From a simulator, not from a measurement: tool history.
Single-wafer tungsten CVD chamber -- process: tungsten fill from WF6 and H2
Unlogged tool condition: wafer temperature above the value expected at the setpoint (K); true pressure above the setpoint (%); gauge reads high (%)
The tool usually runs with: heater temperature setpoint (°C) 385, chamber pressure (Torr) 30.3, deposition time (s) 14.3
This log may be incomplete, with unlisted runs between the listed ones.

run,hour,heater temperature setpoint (°C),chamber pressure (Torr),deposition time (s),wafers since the last listed run,hours since the last thermocouple change,hours since the last manometer calibration,hours since the showerhead was replaced,hours since the gauge calibration,"read-back reference wafer on the same gauge, thickness_nm",mean film thickness on the monitor wafer (angstrom)
1,0,385,30.3,14.3,0,1208.5,2206.6,2888.3,278.3,38.414,341.32
2,51,385,30.3,14.3,878,1259.5,2257.6,2939.3,329.3,38.425,339.45
3,106.7,385,30.3,12.4,959,1315.2,2313.3,2995,385,38.405,294.73
4,154.3,385,30.3,12.4,820,1362.8,2360.9,3042.6,432.6,38.423,296.29
5,207.2,385,30.3,12.4,911,1415.7,2413.8,3095.5,485.5,38.407,296.37
6,255.6,394,30.3,14.3,833,1464.1,2462.2,3143.9,533.9,38.431,397.6
7,302.4,394,30.3,14.3,806,1510.9,2509,3190.7,580.7,38.417,399.53
8,369,394,30.3,14.3,1147,1577.5,2575.6,3257.3,647.3,38.384,399.31
9,415.7,395,30.3,14.3,804,1624.2,2622.3,3304,694,38.432,407.56
10,480.7,395,30.3,14.3,1120,1689.2,2687.3,3369,759,38.408,406.02
# hour 503: thermocouple changed; heater temperature recalibrated
11,528.4,385,30.3,14.3,684,25.4,2735,3416.7,806.7,38.434,342.7
12,591.4,385,30.3,14.3,1085,88.4,2798,3479.7,869.7,38.428,342.43
13,642,385,30.3,14.3,871,139,2848.6,3530.3,920.3,38.391,342.39
14,697.7,385,28.6,14.3,959,194.7,2904.3,3586,976,38.425,336.06
15,759.8,394,30.3,14.3,1070,256.8,2966.4,3648.1,1038.1,38.356,402.78
# hour 811.1: capacitance manometer re-zeroed and calibrated
16,821.7,385,30.3,14.3,928,318.7,10.6,3710,1100,38.392,337.08
17,883.9,385,26.2,16.7,1071,380.9,72.8,3772.2,1162.2,38.357,370.78
18,913.4,370,23.7,11.4,508,410.4,102.3,3801.7,1191.7,38.376,185.77
# hour 936.4: gauge calibrated
19,974.4,385,30.3,14.3,1051,471.4,163.3,3862.7,38,38.394,336.77
20,1008.8,390,30.3,14.3,592,505.8,197.7,3897.1,72.4,38.412,366.85
21,1078.4,371,33.7,16.9,1199,575.4,267.3,3966.7,142,38.345,321.2
22,1105.7,381,35.6,13.1,470,602.7,294.6,3994,169.3,38.367,306.55
# hour 1172.6: showerhead replaced
23,1173.1,397,30.3,16.6,1023,670.1,362,0.5,236.7,38.419,478.91
24,1233.8,385,30.3,11.5,1045,730.8,422.7,61.2,297.4,38.427,271.08
25,1287,375,22.9,12.2,916,784,475.9,114.4,350.6,38.405,214.75
26,1339.1,385,30.3,14.3,897,836.1,528,166.5,402.7,38.412,337.13
27,1371.7,378,35.6,15.3,561,868.7,560.6,199.1,435.3,38.331,341.22
28,1415,372,30.3,16.6,746,912,603.9,242.4,478.6,38.434,310.54
29,1479.1,385,30.3,14.3,1104,976.1,668,306.5,542.7,38.359,337.6

3 options for the next run, each taken on its own from the tool as it stands now. Forecast them:
A,1479.5,392,30.3,14.3,6,976.5,668.4,306.9,543.1,?,?
B,1479.5,400,24.5,14.3,6,976.5,668.4,306.9,543.1,?,?
C,1479.5,374,30.3,14.3,6,976.5,668.4,306.9,543.1,?,?

run,"read-back reference wafer on the same gauge, thickness_nm",mean film thickness on the monitor wafer (angstrom)
A,38.365,377.86
B,38.365,396.61
C,38.365,275.29
Stripped of hidden state, with their random variation kept, the same runs would have yielded:
run,mean film thickness on the monitor wafer (angstrom)
A,375.93
B,394.55
C,273.88
